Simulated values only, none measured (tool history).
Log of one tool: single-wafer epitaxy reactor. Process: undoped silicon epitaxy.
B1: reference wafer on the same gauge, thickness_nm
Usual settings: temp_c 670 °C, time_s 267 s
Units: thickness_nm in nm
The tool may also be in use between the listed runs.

{"run": 1, "hour": 0.0, "temp_c": 670, "time_s": 267, "B1": 84.785, "thickness_nm": 71.6}
{"run": 2, "hour": 13.4, "temp_c": 670, "time_s": 267, "B1": 84.791, "thickness_nm": 70.61}
{"run": 3, "hour": 25.9, "temp_c": 670, "time_s": 267, "B1": 84.781, "thickness_nm": 71.012}
{"run": 4, "hour": 38.2, "temp_c": 670, "time_s": 267, "B1": 84.749, "thickness_nm": 71.447}
{"run": 5, "hour": 44.4, "temp_c": 670, "time_s": 267, "B1": 84.8, "thickness_nm": 71.367}
{"run": 6, "hour": 58.5, "temp_c": 670, "time_s": 267, "B1": 84.858, "thickness_nm": 71.24}
{"run": 7, "hour": 69.6, "temp_c": 670, "time_s": 267, "B1": 84.847, "thickness_nm": 71.687}
{"run": 8, "hour": 77.6, "temp_c": 670, "time_s": 267, "B1": 84.779, "thickness_nm": 70.68}
{"run": 9, "hour": 90.4, "temp_c": 670, "time_s": 267, "B1": 84.756, "thickness_nm": 70.938}
{"run": 10, "hour": 99.6, "temp_c": 670, "time_s": 282, "B1": 84.849, "thickness_nm": 75.25}
{"run": 11, "hour": 112.7, "temp_c": 670, "time_s": 282, "B1": 84.759, "thickness_nm": 74.974}
{"run": 12, "hour": 123.0, "temp_c": 670, "time_s": 282, "B1": 84.811, "thickness_nm": 75.166}
{"run": 13, "hour": 138.7, "temp_c": 670, "time_s": 267, "B1": 84.844, "thickness_nm": 70.46}
{"run": 14, "hour": 156.7, "temp_c": 670, "time_s": 267, "B1": 84.889, "thickness_nm": 70.832}
{"run": 15, "hour": 169.3, "temp_c": 670, "time_s": 267, "B1": 84.864, "thickness_nm": 70.518}
{"run": 16, "hour": 182.7, "temp_c": 670, "time_s": 267, "B1": 84.746, "thickness_nm": 71.827}
{"run": 17, "hour": 195.6, "temp_c": 670, "time_s": 267, "B1": 84.79, "thickness_nm": 71.317}
{"run": 18, "hour": 201.7, "temp_c": 659, "time_s": 296, "B1": 84.834, "thickness_nm": 64.564}
{"run": 19, "hour": 215.1, "temp_c": 670, "time_s": 267, "B1": 84.786, "thickness_nm": 71.274}
{"run": 20, "hour": 223.7, "temp_c": 670, "time_s": 267, "B1": 84.839, "thickness_nm": 70.809}
{"run": 21, "hour": 238.1, "temp_c": 682, "time_s": 299, "B1": 84.924, "thickness_nm": 98.753}
{"run": 22, "hour": 244.2, "temp_c": 670, "time_s": 285, "B1": 84.714, "thickness_nm": 76.661}
{"run": 23, "hour": 254.5, "temp_c": 665, "time_s": 235, "B1": 84.746, "thickness_nm": 57.324}
{"run": 24, "hour": 267.3, "temp_c": 665, "time_s": 231, "B1": 84.862, "thickness_nm": 55.505}
{"run": 25, "hour": 279.1, "temp_c": 684, "time_s": 267, "B1": 84.781, "thickness_nm": 91.471}
{"run": 26, "hour": 288.4, "temp_c": 680, "time_s": 215, "B1": 84.823, "thickness_nm": 68.814}
{"run": 27, "hour": 300.0, "temp_c": 666, "time_s": 314, "B1": 84.855, "thickness_nm": 78.168}
{"run": 28, "hour": 310.3, "temp_c": 670, "time_s": 267, "B1": 84.853, "thickness_nm": 70.868}
{"run": 29, "hour": 324.8, "temp_c": 665, "time_s": 297, "B1": 84.812, "thickness_nm": 72.18}
{"run": 30, "hour": 335.2, "temp_c": 680, "time_s": 250, "B1": 84.84, "thickness_nm": 79.859}
{"run": 31, "hour": 348.1, "temp_c": 664, "time_s": 281, "B1": 84.848, "thickness_nm": 67.349}
{"run": 32, "hour": 360.9, "temp_c": 670, "time_s": 267, "B1": 84.765, "thickness_nm": 71.465}
{"run": 33, "hour": 371.0, "temp_c": 681, "time_s": 307, "B1": 84.749, "thickness_nm": 100.881}
{"run": 34, "hour": 379.9, "temp_c": 666, "time_s": 215, "B1": 84.724, "thickness_nm": 53.558}
{"run": 35, "hour": 391.9, "temp_c": 679, "time_s": 319, "B1": 84.863, "thickness_nm": 100.536}
{"run": 36, "hour": 398.8, "temp_c": 680, "time_s": 308, "B1": 84.737, "thickness_nm": 98.867}
{"run": 37, "hour": 426.0, "temp_c": 670, "time_s": 238, "B1": 84.86, "thickness_nm": 63.221}
{"run": 38, "hour": 433.6, "temp_c": 670, "time_s": 267, "B1": 84.736, "thickness_nm": 71.809}
{"run": 39, "hour": 463.0, "temp_c": 670, "time_s": 267, "B1": 84.924, "thickness_nm": 71.083}
{"run": 40, "hour": 476.0, "temp_c": 685, "time_s": 214, "B1": 84.791, "thickness_nm": 74.89}

Not shown: 2 entries that the log had between the listed runs. Between which runs, and how does the tool's hidden state differ before and after?
Between runs 27 and 28: gauge calibrated (hour 304.7)
  no hidden state differs between the two runs
Between runs 33 and 34: pyrometer calibrated (hour 379.4)
  no hidden state differs between the two runs
